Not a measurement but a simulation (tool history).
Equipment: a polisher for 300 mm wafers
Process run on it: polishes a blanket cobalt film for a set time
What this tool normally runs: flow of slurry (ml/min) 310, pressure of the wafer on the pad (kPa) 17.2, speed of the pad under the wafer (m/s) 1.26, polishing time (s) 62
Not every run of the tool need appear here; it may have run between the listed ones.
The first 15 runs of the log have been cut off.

| run | hour | flow of slurry (ml/min) | pressure of the wafer on the pad (kPa) | speed of the pad under the wafer (m/s) | polishing time (s) | wafers since the last listed run | wafers polished on this pad | hours since the slurry nozzle was cleaned | hours since the head pressure was calibrated | incoming thickness of the incoming film, nm | film removed (Å) |
|---|---|---|---|---|---|---|---|---|---|---|---|
| 16 | 574.5 | 310 | 17.2 | 1.26 | 62 | 268 | 760 | 377.1 | 143.9 | 1424.6 | 4620 |
| 17 | 608 | 225 | 12.4 | 1.62 | 51 | 296 | 1056 | 410.6 | 177.4 | 1415.4 | 3383 |
| 18 | 637.5 | 385 | 19.3 | 0.88 | 62 | 261 | 1318 | 440.1 | 206.9 | 1400.5 | 3772 |
| 19 | 651.3 | 310 | 13.8 | 1.58 | 62 | 122 | 1440 | 453.9 | 220.7 | 1432.2 | 4634 |
| 20 | 672.3 | 310 | 19.3 | 1.48 | 62 | 185 | 1626 | 474.9 | 241.7 | 1406.2 | 6070 |
| 21 | 696.2 | 245 | 13.1 | 1.26 | 75 | 211 | 1837 | 498.8 | 265.6 | 1423.7 | 4147 |
|  | 725.4 | worn pad replaced by a new one |
| 22 | 725.9 | 310 | 17.2 | 1.26 | 62 | 227 | 4 | 528.5 | 295.3 | 1404.6 | 4727 |
| 23 | 745.1 | 350 | 21.4 | 1.26 | 62 | 170 | 174 | 547.7 | 314.5 | 1427 | 5854 |
| 24 | 763.4 | 310 | 17.2 | 1.26 | 62 | 162 | 336 | 566 | 332.8 | 1396.2 | 4478 |
| 25 | 787.6 | 310 | 17.2 | 1.26 | 70 | 214 | 550 | 590.2 | 357 | 1421.6 | 5237 |
| 26 | 822.9 | 310 | 17.2 | 1.06 | 62 | 312 | 863 | 625.5 | 392.3 | 1402.7 | 3826 |
|  | 854.9 | slurry nozzle cleaned |
| 27 | 855.4 | 310 | 13.1 | 1.26 | 78 | 278 | 1142 | 0.5 | 424.8 | 1414.3 | 4535 |
| 28 | 884 | 345 | 20 | 1.26 | 62 | 253 | 1395 | 29.1 | 453.4 | 1425 | 5464 |
| 29 | 904.1 | 255 | 17.2 | 1.26 | 62 | 177 | 1573 | 49.2 | 473.5 | 1433.5 | 4616 |
| 30 | 938.7 | 275 | 15.2 | 1.26 | 62 | 306 | 1879 | 83.8 | 508.1 | 1408.1 | 4040 |
| 31 | 953 | 240 | 21.4 | 1.48 | 45 | 126 | 2006 | 98.1 | 522.4 | 1423.9 | 4799 |
|  | 971.4 | worn pad replaced by a new one |
| 32 | 976.6 | 350 | 21.4 | 1.26 | 62 | 173 | 46 | 121.7 | 546 | 1429 | 5995 |
| 33 | 994.3 | 310 | 17.2 | 1.1 | 62 | 156 | 203 | 139.4 | 563.7 | 1425.8 | 4142 |
|  | 1021.5 | head pressure recalibrated |
| 34 | 1025.5 | 415 | 15.2 | 1.06 | 54 | 258 | 461 | 170.6 | 4 | 1426.8 | 3093 |
| 35 | 1040.2 | 245 | 12.4 | 1.26 | 62 | 130 | 591 | 185.3 | 18.7 | 1406.3 | 3293 |
| 36 | 1053.6 | 245 | 11.7 | 0.98 | 44 | 118 | 710 | 198.7 | 32.1 | 1414.9 | 1666 |
| 37 | 1070.3 | 310 | 17.2 | 1.44 | 62 | 147 | 858 | 215.4 | 48.8 | 1428.3 | 5260 |

Here are 4 independent what-if runs from the current tool condition. What would each one return?
| A | 1070.7 | 350 | 17.2 | 1.26 | 62 | 3 | 861 | 215.8 | 49.2 | 1407.3 | ? |
| B | 1070.7 | 310 | 22.1 | 1.26 | 46 | 3 | 861 | 215.8 | 49.2 | 1407.3 | ? |
| C | 1070.7 | 310 | 17.2 | 1.4 | 53 | 3 | 861 | 215.8 | 49.2 | 1407.3 | ? |
| D | 1070.7 | 380 | 15.2 | 1.06 | 62 | 3 | 861 | 215.8 | 49.2 | 1407.3 | ? |

| run | film removed (Å) |
|---|---|
| A | 4740 |
| B | 4449 |
| C | 4450 |
| D | 3534 |
Without the tool's unlogged condition, the same runs would have read:
| run | film removed (Å) |
|---|---|
| A | 4773 |
| B | 4484 |
| C | 4485 |
| D | 3557 |
